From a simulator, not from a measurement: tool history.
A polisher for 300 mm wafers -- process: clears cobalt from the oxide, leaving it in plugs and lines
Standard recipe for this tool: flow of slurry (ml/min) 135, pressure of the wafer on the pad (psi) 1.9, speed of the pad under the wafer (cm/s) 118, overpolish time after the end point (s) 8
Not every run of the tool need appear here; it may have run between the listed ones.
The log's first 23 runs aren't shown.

run,hour,flow of slurry (ml/min),pressure of the wafer on the pad (psi),speed of the pad under the wafer (cm/s),overpolish time after the end point (s),wafers since the last listed run,wafers polished on this pad,hours since the slurry nozzle was cleaned,hours since the head pressure was calibrated,"incoming thickness of the incoming film, nm",time until the end point was called (s),dishing of a wide line in a test structure (angstrom)
24,1853.7,180,1.9,118,8,583,4538,464.5,110.6,267.3,60.3,242
# hour 1885.7: worn pad replaced by a new one
# hour 1906.1: slurry nozzle cleaned
25,1939.9,135,1.9,118,5,678,444,33.8,196.8,268.7,56.0,174
26,1985.0,135,1.9,118,8,377,822,78.9,241.9,272.6,57.7,250
27,2051.4,175,1.6,118,8,555,1377,145.3,308.3,273.1,64.8,237
28,2108.8,175,1.9,96,4,479,1857,202.7,365.7,269.8,68.7,129
29,2216.3,135,1.9,118,9,898,2756,310.2,473.2,271.2,59.8,269
30,2275.8,135,1.9,118,8,497,3253,369.7,532.7,271.2,61.2,243
# hour 2282.8: head pressure recalibrated
31,2454.5,165,1.3,118,5,1477,4731,548.4,171.7,271.0,84.6,132
# hour 2481.6: worn pad replaced by a new one
32,2513.1,135,2.5,118,8,456,263,607.0,230.3,271.4,46.5,289
# hour 2518.1: slurry nozzle cleaned
33,2573.4,135,1.9,118,8,495,759,55.3,290.6,272.1,58.6,250
34,2610.9,135,1.9,118,12,313,1072,92.8,328.1,272.9,59.8,333

4 ways to go on from here, each from the tool as it stands after run 34. What would each give?
A,2611.3,135,1.9,118,8,3,1076,93.2,328.5,269.3,?,?
B,2611.3,120,1.9,118,8,3,1076,93.2,328.5,269.3,?,?
C,2611.3,135,2.1,102,8,3,1076,93.2,328.5,269.3,?,?
D,2611.3,135,2.6,118,12,3,1076,93.2,328.5,269.3,?,?

run,time until the end point was called (s),dishing of a wide line in a test structure (angstrom)
A,57.9,255
B,58.7,252
C,62.2,242
D,45.7,371
Take away the tool's hidden state, keep each run's random variation, and the runs would have read:
run,time until the end point was called (s),dishing of a wide line in a test structure (angstrom)
A,57.1,257
B,57.9,255
C,61.4,245
D,45.1,373
